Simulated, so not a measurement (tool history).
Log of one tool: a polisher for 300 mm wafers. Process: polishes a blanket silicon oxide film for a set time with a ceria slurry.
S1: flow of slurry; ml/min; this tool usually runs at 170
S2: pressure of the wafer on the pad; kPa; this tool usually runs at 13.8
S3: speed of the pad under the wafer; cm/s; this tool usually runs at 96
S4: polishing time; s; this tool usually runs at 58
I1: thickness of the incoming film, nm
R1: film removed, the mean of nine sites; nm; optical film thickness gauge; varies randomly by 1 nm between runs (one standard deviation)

{"run": 1, "day": 0.0, "S1": 170, "S2": 13.8, "S3": 96, "S4": 67, "I1": 1125.7, "R1": 146.3}
{"run": 2, "day": 8.588, "S1": 170, "S2": 13.8, "S3": 96, "S4": 67, "I1": 1132.3, "R1": 139.8}
{"day": 11.458, "done": "worn pad replaced by a new one"}
{"day": 12.004, "done": "slurry nozzle cleaned"}
{"run": 3, "day": 12.775, "S1": 140, "S2": 10.3, "S3": 96, "S4": 58, "I1": 1133.2, "R1": 94.8}
{"run": 4, "day": 17.096, "S1": 140, "S2": 10.3, "S3": 96, "S4": 58, "I1": 1138.2, "R1": 95.1}
{"run": 5, "day": 20.483, "S1": 170, "S2": 13.8, "S3": 96, "S4": 58, "I1": 1154.6, "R1": 132.9}
{"day": 22.146, "done": "head pressure recalibrated"}
{"run": 6, "day": 23.071, "S1": 120, "S2": 13.8, "S3": 86, "S4": 58, "I1": 1130.4, "R1": 107.8}
{"run": 7, "day": 26.421, "S1": 120, "S2": 13.8, "S3": 86, "S4": 58, "I1": 1130.2, "R1": 107}
{"run": 8, "day": 30.35, "S1": 170, "S2": 13.8, "S3": 96, "S4": 58, "I1": 1119.2, "R1": 127.7}
{"run": 9, "day": 33.292, "S1": 170, "S2": 13.8, "S3": 96, "S4": 58, "I1": 1141.2, "R1": 125.2}
{"run": 10, "day": 36.629, "S1": 170, "S2": 13.8, "S3": 96, "S4": 58, "I1": 1134.2, "R1": 122.9}
{"day": 37.779, "done": "slurry nozzle cleaned"}
{"run": 11, "day": 38.617, "S1": 170, "S2": 13.8, "S3": 96, "S4": 58, "I1": 1136.5, "R1": 119.9}
{"day": 39.321, "done": "worn pad replaced by a new one"}
{"run": 12, "day": 42.025, "S1": 195, "S2": 13.8, "S3": 96, "S4": 58, "I1": 1133.7, "R1": 136.1}
{"run": 13, "day": 46.379, "S1": 170, "S2": 13.8, "S3": 96, "S4": 58, "I1": 1117, "R1": 134.5}
{"run": 14, "day": 48.088, "S1": 170, "S2": 13.8, "S3": 96, "S4": 66, "I1": 1147.6, "R1": 151.1}
{"run": 15, "day": 51.392, "S1": 170, "S2": 13.8, "S3": 96, "S4": 66, "I1": 1119.2, "R1": 149.6}
{"run": 16, "day": 54.892, "S1": 170, "S2": 13.8, "S3": 118, "S4": 58, "I1": 1142.7, "R1": 155.9}
{"run": 17, "day": 56.975, "S1": 170, "S2": 13.8, "S3": 118, "S4": 58, "I1": 1122.6, "R1": 158.8}
{"run": 18, "day": 59.954, "S1": 170, "S2": 13.8, "S3": 96, "S4": 66, "I1": 1132.5, "R1": 144.6}
{"run": 19, "day": 63.85, "S1": 170, "S2": 15.9, "S3": 64, "S4": 75, "I1": 1137.3, "R1": 124}
{"day": 65.483, "done": "worn pad replaced by a new one, of another model than before"}
{"day": 66.833, "done": "head pressure recalibrated"}
{"day": 68.179, "done": "slurry nozzle cleaned"}
{"run": 20, "day": 75.438, "S1": 155, "S2": 15.9, "S3": 76, "S4": 75, "I1": 1118.8, "R1": 161.5}
{"run": 21, "day": 79.996, "S1": 185, "S2": 13.8, "S3": 116, "S4": 58, "I1": 1140.8, "R1": 148.5}
{"run": 22, "day": 89.5, "S1": 170, "S2": 13.8, "S3": 96, "S4": 58, "I1": 1154.9, "R1": 123.6}
{"run": 23, "day": 92.308, "S1": 170, "S2": 13.8, "S3": 96, "S4": 58, "I1": 1134.6, "R1": 123.1}
{"day": 92.542, "done": "worn pad replaced by a new one"}
{"day": 98.533, "done": "slurry nozzle cleaned"}
{"run": 24, "day": 99.421, "S1": 215, "S2": 13.8, "S3": 96, "S4": 58, "I1": 1140.2, "R1": 136.3}
{"run": 25, "day": 100.942, "S1": 170, "S2": 13.8, "S3": 96, "S4": 58, "I1": 1149.1, "R1": 131}
{"day": 102.496, "done": "head pressure recalibrated"}
{"run": 26, "day": 103.742, "S1": 170, "S2": 13.8, "S3": 86, "S4": 45, "I1": 1140.4, "R1": 94.9}
{"run": 27, "day": 107.475, "S1": 195, "S2": 13.8, "S3": 96, "S4": 72, "I1": 1146.6, "R1": 163.1}
{"run": 28, "day": 109.804, "S1": 210, "S2": 13.8, "S3": 96, "S4": 58, "I1": 1124.6, "R1": 129.7}
{"day": 121.212, "done": "worn pad replaced by a new one"}
{"run": 29, "day": 121.233, "S1": 170, "S2": 12.4, "S3": 96, "S4": 67, "I1": 1139.4, "R1": 141.1}
{"day": 122.971, "done": "slurry nozzle cleaned"}
{"run": 30, "day": 125.183, "S1": 170, "S2": 13.8, "S3": 96, "S4": 58, "I1": 1151.3, "R1": 132.9}
{"run": 31, "day": 127.996, "S1": 200, "S2": 13.8, "S3": 96, "S4": 58, "I1": 1138.6, "R1": 134.5}
{"run": 32, "day": 130.271, "S1": 170, "S2": 13.8, "S3": 96, "S4": 58, "I1": 1153.9, "R1": 130.5}
{"run": 33, "day": 132.838, "S1": 170, "S2": 13.8, "S3": 96, "S4": 72, "I1": 1142.4, "R1": 161.7}
{"run": 34, "day": 135.383, "S1": 170, "S2": 13.8, "S3": 96, "S4": 58, "I1": 1149.9, "R1": 128.7}

What the log doesn't show, run by run:
slurry flow missing at the pad, %: 0, the same for each run
deviation of the head's pressure from its setpoint, %: 0, the same for each run
H1: removal rate lost through wear of the pad, %
run=1 H1=5.21
run=2 H1=9.57
run=3 H1=0.438
run=4 H1=0.788
run=5 H1=1.37
run=6 H1=1.99
run=7 H1=3.02
run=8 H1=4.57
run=9 H1=5.97
run=10 H1=7.79
run=11 H1=9
run=12 H1=0.214
run=13 H1=0.709
run=14 H1=1.02
run=15 H1=1.82
run=16 H1=2.95
run=17 H1=3.76
run=18 H1=5.08
run=19 H1=7.13
run=20 H1=1.17
run=21 H1=2.47
run=22 H1=6.73
run=23 H1=8.4
run=24 H1=1.13
run=25 H1=1.4
run=26 H1=2.04
run=27 H1=3.18
run=28 H1=4.05
run=29 H1=0.951
run=30 H1=1.13
run=31 H1=1.49
run=32 H1=1.9
run=33 H1=2.52
run=34 H1=3.29
